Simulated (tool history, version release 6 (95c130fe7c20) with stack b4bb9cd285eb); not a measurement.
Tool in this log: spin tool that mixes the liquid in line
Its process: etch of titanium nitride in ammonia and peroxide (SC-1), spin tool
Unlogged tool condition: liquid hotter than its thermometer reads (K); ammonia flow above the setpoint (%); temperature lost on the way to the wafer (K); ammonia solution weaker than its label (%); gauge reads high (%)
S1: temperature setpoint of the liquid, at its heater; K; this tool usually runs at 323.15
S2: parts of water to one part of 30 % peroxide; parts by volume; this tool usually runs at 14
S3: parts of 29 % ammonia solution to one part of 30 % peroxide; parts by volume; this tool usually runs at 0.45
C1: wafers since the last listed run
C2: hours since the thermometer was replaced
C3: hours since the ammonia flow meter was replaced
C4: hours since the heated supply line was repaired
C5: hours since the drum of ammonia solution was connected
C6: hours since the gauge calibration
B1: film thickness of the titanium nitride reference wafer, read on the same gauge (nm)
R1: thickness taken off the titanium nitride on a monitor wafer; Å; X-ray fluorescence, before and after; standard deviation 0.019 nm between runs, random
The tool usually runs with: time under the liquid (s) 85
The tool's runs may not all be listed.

run 1 day=0 | S1=329.65 S2=14 S3=0.45 time_under_the_liquid_(s)=85 | C1=0 C2=1008.2 C3=851.3 C4=1044.2 C5=316.2 C6=2125.7 | B1=110.06 | R1=87.3
-- day=1.5 thermometer replaced
run 2 day=13.208 | S1=323.15 S2=14 S3=0.6 time_under_the_liquid_(s)=85 | C1=3805 C2=281 C3=1168.3 C4=1361.2 C5=633.2 C6=2442.7 | B1=110.02 | R1=59.3
run 3 day=15.146 | S1=323.15 S2=14 S3=0.6 time_under_the_liquid_(s)=85 | C1=560 C2=327.5 C3=1214.8 C4=1407.7 C5=679.7 C6=2489.2 | B1=110 | R1=58.5
run 4 day=18.017 | S1=323.15 S2=14 S3=0.6 time_under_the_liquid_(s)=85 | C1=829 C2=396.4 C3=1283.7 C4=1476.6 C5=748.6 C6=2558.1 | B1=109.97 | R1=58.9
-- day=18.967 new drum of ammonia solution connected
run 5 day=22.062 | S1=323.15 S2=14 S3=0.45 time_under_the_liquid_(s)=85 | C1=1157 C2=493.5 C3=1380.8 C4=1573.7 C5=74.3 C6=2655.2 | B1=110 | R1=55.8
run 6 day=23.579 | S1=323.15 S2=14 S3=0.45 time_under_the_liquid_(s)=50 | C1=438 C2=529.9 C3=1417.2 C4=1610.1 C5=110.7 C6=2691.6 | B1=110.01 | R1=32.9
run 7 day=26.817 | S1=319.15 S2=8 S3=0.45 time_under_the_liquid_(s)=85 | C1=935 C2=607.6 C3=1494.9 C4=1687.8 C5=188.4 C6=2769.3 | B1=109.97 | R1=56.6
run 8 day=29.425 | S1=323.15 S2=8.5 S3=0.45 time_under_the_liquid_(s)=60 | C1=753 C2=670.2 C3=1557.5 C4=1750.4 C5=251 C6=2831.9 | B1=109.98 | R1=51
-- day=30.354 ammonia flow meter replaced
run 9 day=32.921 | S1=323.15 S2=10.5 S3=0.45 time_under_the_liquid_(s)=45 | C1=998 C2=754.1 C3=61.6 C4=1834.3 C5=334.9 C6=2915.8 | B1=109.97 | R1=34.5
run 10 day=34.442 | S1=318.65 S2=11 S3=0.5 time_under_the_liquid_(s)=100 | C1=439 C2=790.6 C3=98.1 C4=1870.8 C5=371.4 C6=2952.3 | B1=110.03 | R1=55.1
-- day=36.558 gauge calibrated
run 11 day=36.608 | S1=327.15 S2=11.5 S3=0.35 time_under_the_liquid_(s)=85 | C1=626 C2=842.6 C3=150.1 C4=1922.8 C5=423.4 C6=1.2 | B1=110.01 | R1=78.3
run 12 day=39.088 | S1=323.15 S2=8.5 S3=0.45 time_under_the_liquid_(s)=85 | C1=716 C2=902.1 C3=209.6 C4=1982.3 C5=482.9 C6=60.7 | B1=110 | R1=72.2
run 13 day=43.458 | S1=323.15 S2=14 S3=0.45 time_under_the_liquid_(s)=60 | C1=1263 C2=1007 C3=314.5 C4=2087.2 C5=587.8 C6=165.6 | B1=109.97 | R1=39.1
run 14 day=50.112 | S1=323.15 S2=14 S3=0.4 time_under_the_liquid_(s)=85 | C1=1923 C2=1166.7 C3=474.2 C4=2246.9 C5=747.5 C6=325.3 | B1=110.03 | R1=54.1
-- day=51.467 new drum of ammonia solution connected
-- day=51.596 heated supply line repaired
run 15 day=54.233 | S1=317.65 S2=16 S3=0.6 time_under_the_liquid_(s)=85 | C1=1167 C2=1265.6 C3=573.1 C4=63.3 C5=66.4 C6=424.2 | B1=109.99 | R1=37.6
-- day=54.942 thermometer replaced
run 16 day=57.958 | S1=323.15 S2=14 S3=0.45 time_under_the_liquid_(s)=85 | C1=1064 C2=72.4 C3=662.5 C4=152.7 C5=155.8 C6=513.6 | B1=110.04 | R1=56.4
run 17 day=60.5 | S1=323.15 S2=14 S3=0.45 time_under_the_liquid_(s)=85 | C1=734 C2=133.4 C3=723.5 C4=213.7 C5=216.8 C6=574.6 | B1=110.01 | R1=56.5
run 18 day=62.508 | S1=326.65 S2=10.5 S3=0.65 time_under_the_liquid_(s)=120 | C1=580 C2=181.6 C3=771.7 C4=261.9 C5=265 C6=622.8 | B1=109.98 | R1=126.1
run 19 day=66.162 | S1=315.65 S2=8.5 S3=0.6 time_under_the_liquid_(s)=55 | C1=1056 C2=269.3 C3=859.4 C4=349.6 C5=352.7 C6=710.5 | B1=110.01 | R1=29.2
run 20 day=70.492 | S1=323.15 S2=19.5 S3=0.45 time_under_the_liquid_(s)=85 | C1=1251 C2=373.2 C3=963.3 C4=453.5 C5=456.6 C6=814.4 | B1=110.01 | R1=46.8
run 21 day=74.638 | S1=323.15 S2=11 S3=0.45 time_under_the_liquid_(s)=75 | C1=1198 C2=472.7 C3=1062.8 C4=553 C5=556.1 C6=913.9 | B1=110.01 | R1=56.8
run 22 day=78.533 | S1=323.15 S2=14 S3=0.45 time_under_the_liquid_(s)=40 | C1=1126 C2=566.2 C3=1156.3 C4=646.5 C5=649.6 C6=1007.4 | B1=109.98 | R1=26.5
-- day=80.262 new drum of ammonia solution connected
run 23 day=80.579 | S1=323.15 S2=12 S3=0.55 time_under_the_liquid_(s)=50 | C1=579 C2=615.3 C3=1205.4 C4=695.6 C5=7.6 C6=1056.5 | B1=110.02 | R1=37.2

Consider 5 possible next runs. They are alternatives, not a sequence: every one starts from the tool as it was left by run 23. What does each give?
run A day=80.596 | S1=323.15 S2=14 S3=0.45 time_under_the_liquid_(s)=85 | C1=4 C2=615.7 C3=1205.8 C4=696 C5=8 C6=1056.9 | B1=? | R1=?
run B day=80.596 | S1=323.15 S2=14 S3=0.45 time_under_the_liquid_(s)=125 | C1=4 C2=615.7 C3=1205.8 C4=696 C5=8 C6=1056.9 | B1=? | R1=?
run C day=80.596 | S1=323.15 S2=10.5 S3=0.65 time_under_the_liquid_(s)=85 | C1=4 C2=615.7 C3=1205.8 C4=696 C5=8 C6=1056.9 | B1=? | R1=?
run D day=80.596 | S1=326.65 S2=19.5 S3=0.25 time_under_the_liquid_(s)=105 | C1=4 C2=615.7 C3=1205.8 C4=696 C5=8 C6=1056.9 | B1=? | R1=?
run E day=80.596 | S1=314.65 S2=14 S3=0.45 time_under_the_liquid_(s)=85 | C1=4 C2=615.7 C3=1205.8 C4=696 C5=8 C6=1056.9 | B1=? | R1=?

run=A B1=109.96 R1=56.2
run=B B1=109.96 R1=82.7
run=C B1=109.96 R1=69.9
run=D B1=109.96 R1=65.9
run=E B1=109.96 R1=30.6
Take away the tool's hidden state, keep each run's random variation, and the runs would have read:
run=A R1=56.9
run=B R1=83.6
run=C R1=70.7
run=D R1=66.6
run=E R1=30.9
